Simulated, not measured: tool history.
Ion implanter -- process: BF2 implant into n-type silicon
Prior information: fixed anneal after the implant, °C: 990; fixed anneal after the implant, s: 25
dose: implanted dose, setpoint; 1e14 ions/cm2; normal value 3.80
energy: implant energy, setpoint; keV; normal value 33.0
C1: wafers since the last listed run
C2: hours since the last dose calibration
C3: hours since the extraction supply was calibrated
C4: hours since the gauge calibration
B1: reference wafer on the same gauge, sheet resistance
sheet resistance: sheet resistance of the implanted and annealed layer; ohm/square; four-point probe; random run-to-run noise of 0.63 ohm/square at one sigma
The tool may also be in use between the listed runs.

run 1 hour=0.0 | dose=3.80 energy=39.0 | C1=0 C2=1965.2 C3=5506.2 C4=237.5 | B1=220.00 | sheet_resistance=271.30
run 2 hour=14.3 | dose=3.80 energy=33.0 | C1=520 C2=1979.5 C3=5520.5 C4=251.8 | B1=219.98 | sheet_resistance=274.22
run 3 hour=20.4 | dose=3.80 energy=33.0 | C1=222 C2=1985.6 C3=5526.6 C4=257.9 | B1=220.10 | sheet_resistance=275.43
run 4 hour=28.0 | dose=4.50 energy=36.0 | C1=276 C2=1993.2 C3=5534.2 C4=265.5 | B1=220.17 | sheet_resistance=235.24
run 5 hour=45.9 | dose=4.50 energy=36.0 | C1=651 C2=2011.1 C3=5552.1 C4=283.4 | B1=220.01 | sheet_resistance=235.70
run 6 hour=55.2 | dose=3.80 energy=33.0 | C1=338 C2=2020.4 C3=5561.4 C4=292.7 | B1=220.19 | sheet_resistance=276.14
run 7 hour=66.8 | dose=3.36 energy=33.0 | C1=422 C2=2032.0 C3=5573.0 C4=304.3 | B1=219.98 | sheet_resistance=306.88
run 8 hour=82.6 | dose=3.36 energy=33.0 | C1=575 C2=2047.8 C3=5588.8 C4=320.1 | B1=219.94 | sheet_resistance=305.57
run 9 hour=90.1 | dose=3.36 energy=33.0 | C1=272 C2=2055.3 C3=5596.3 C4=327.6 | B1=220.06 | sheet_resistance=306.15
run 10 hour=101.3 | dose=4.28 energy=29.5 | C1=407 C2=2066.5 C3=5607.5 C4=338.8 | B1=220.10 | sheet_resistance=253.21
run 11 hour=128.8 | dose=4.28 energy=29.5 | C1=1000 C2=2094.0 C3=5635.0 C4=366.3 | B1=220.01 | sheet_resistance=251.99
run 12 hour=146.0 | dose=3.80 energy=33.0 | C1=625 C2=2111.2 C3=5652.2 C4=383.5 | B1=220.08 | sheet_resistance=275.36
-- hour=161.1 extraction supply calibrated
run 13 hour=161.6 | dose=4.94 energy=44.5 | C1=276 C2=2126.8 C3=0.5 C4=399.1 | B1=220.14 | sheet_resistance=212.33
run 14 hour=170.5 | dose=4.59 energy=39.0 | C1=323 C2=2135.7 C3=9.4 C4=408.0 | B1=220.11 | sheet_resistance=228.53
run 15 hour=183.0 | dose=3.80 energy=39.5 | C1=454 C2=2148.2 C3=21.9 C4=420.5 | B1=219.76 | sheet_resistance=271.52
run 16 hour=198.0 | dose=4.55 energy=22.5 | C1=545 C2=2163.2 C3=36.9 C4=435.5 | B1=219.99 | sheet_resistance=250.87
run 17 hour=209.8 | dose=3.80 energy=33.0 | C1=429 C2=2175.0 C3=48.7 C4=447.3 | B1=219.97 | sheet_resistance=275.05
run 18 hour=222.2 | dose=4.79 energy=41.0 | C1=451 C2=2187.4 C3=61.1 C4=459.7 | B1=219.94 | sheet_resistance=221.02
run 19 hour=230.6 | dose=3.02 energy=43.0 | C1=305 C2=2195.8 C3=69.5 C4=468.1 | B1=220.07 | sheet_resistance=328.68
run 20 hour=246.3 | dose=4.50 energy=39.0 | C1=571 C2=2211.5 C3=85.2 C4=483.8 | B1=220.10 | sheet_resistance=233.31
run 21 hour=259.2 | dose=4.26 energy=43.5 | C1=469 C2=2224.4 C3=98.1 C4=496.7 | B1=219.98 | sheet_resistance=242.83
-- hour=271.7 Faraday cup replaced and dose calibrated
run 22 hour=272.2 | dose=4.86 energy=40.0 | C1=181 C2=0.5 C3=111.1 C4=509.7 | B1=220.02 | sheet_resistance=208.88
run 23 hour=275.6 | dose=3.80 energy=33.0 | C1=123 C2=3.9 C3=114.5 C4=513.1 | B1=220.23 | sheet_resistance=263.72
-- hour=284.1 gauge calibrated
run 24 hour=291.9 | dose=4.52 energy=25.5 | C1=593 C2=20.2 C3=130.8 C4=7.8 | B1=219.94 | sheet_resistance=237.85
run 25 hour=309.4 | dose=2.69 energy=42.5 | C1=636 C2=37.7 C3=148.3 C4=25.3 | B1=220.00 | sheet_resistance=350.78
run 26 hour=317.3 | dose=3.80 energy=42.5 | C1=287 C2=45.6 C3=156.2 C4=33.2 | B1=220.11 | sheet_resistance=259.43
run 27 hour=334.0 | dose=4.66 energy=42.0 | C1=607 C2=62.3 C3=172.9 C4=49.9 | B1=220.08 | sheet_resistance=215.92
run 28 hour=340.2 | dose=3.80 energy=37.0 | C1=225 C2=68.5 C3=179.1 C4=56.1 | B1=220.00 | sheet_resistance=262.02
run 29 hour=348.8 | dose=3.80 energy=33.0 | C1=312 C2=77.1 C3=187.7 C4=64.7 | B1=219.99 | sheet_resistance=265.17
run 30 hour=355.9 | dose=4.55 energy=29.5 | C1=258 C2=84.2 C3=194.8 C4=71.8 | B1=220.07 | sheet_resistance=231.14
run 31 hour=372.4 | dose=3.80 energy=33.0 | C1=600 C2=100.7 C3=211.3 C4=88.3 | B1=220.01 | sheet_resistance=266.08
run 32 hour=378.8 | dose=4.50 energy=36.0 | C1=232 C2=107.1 C3=217.7 C4=94.7 | B1=220.03 | sheet_resistance=227.38
run 33 hour=393.6 | dose=2.71 energy=29.0 | C1=538 C2=121.9 C3=232.5 C4=109.5 | B1=219.93 | sheet_resistance=359.56
run 34 hour=400.3 | dose=3.19 energy=40.5 | C1=243 C2=128.6 C3=239.2 C4=116.2 | B1=219.96 | sheet_resistance=304.23
run 35 hour=415.1 | dose=4.56 energy=42.0 | C1=538 C2=143.4 C3=254.0 C4=131.0 | B1=219.93 | sheet_resistance=221.40
run 36 hour=422.3 | dose=3.23 energy=42.5 | C1=262 C2=150.6 C3=261.2 C4=138.2 | B1=219.94 | sheet_resistance=300.96

Results for each run, recomputed without the tool's hidden state and with each run's random variation untouched:
The tool's hidden condition here consists of: deviation of the true dose from the Faraday cup's reading, %; deviation of the true energy from its setpoint, %; gauge reads high (%).
run=1 sheet_resistance=259.89
run=2 sheet_resistance=262.98
run=3 sheet_resistance=264.13
run=4 sheet_resistance=225.70
run=5 sheet_resistance=226.12
run=6 sheet_resistance=264.78
run=7 sheet_resistance=294.23
run=8 sheet_resistance=292.96
run=9 sheet_resistance=293.50
run=10 sheet_resistance=243.33
run=11 sheet_resistance=242.15
run=12 sheet_resistance=263.95
run=13 sheet_resistance=203.49
run=14 sheet_resistance=219.03
run=15 sheet_resistance=259.90
run=16 sheet_resistance=242.34
run=17 sheet_resistance=263.60
run=18 sheet_resistance=211.82
run=19 sheet_resistance=315.09
run=20 sheet_resistance=223.51
run=21 sheet_resistance=232.36
run=22 sheet_resistance=208.78
run=23 sheet_resistance=263.54
run=24 sheet_resistance=237.49
run=25 sheet_resistance=349.82
run=26 sheet_resistance=258.53
run=27 sheet_resistance=214.97
run=28 sheet_resistance=260.75
run=29 sheet_resistance=263.78
run=30 sheet_resistance=229.94
run=31 sheet_resistance=264.32
run=32 sheet_resistance=225.83
run=33 sheet_resistance=356.85
run=34 sheet_resistance=301.71
run=35 sheet_resistance=219.39
run=36 sheet_resistance=298.10

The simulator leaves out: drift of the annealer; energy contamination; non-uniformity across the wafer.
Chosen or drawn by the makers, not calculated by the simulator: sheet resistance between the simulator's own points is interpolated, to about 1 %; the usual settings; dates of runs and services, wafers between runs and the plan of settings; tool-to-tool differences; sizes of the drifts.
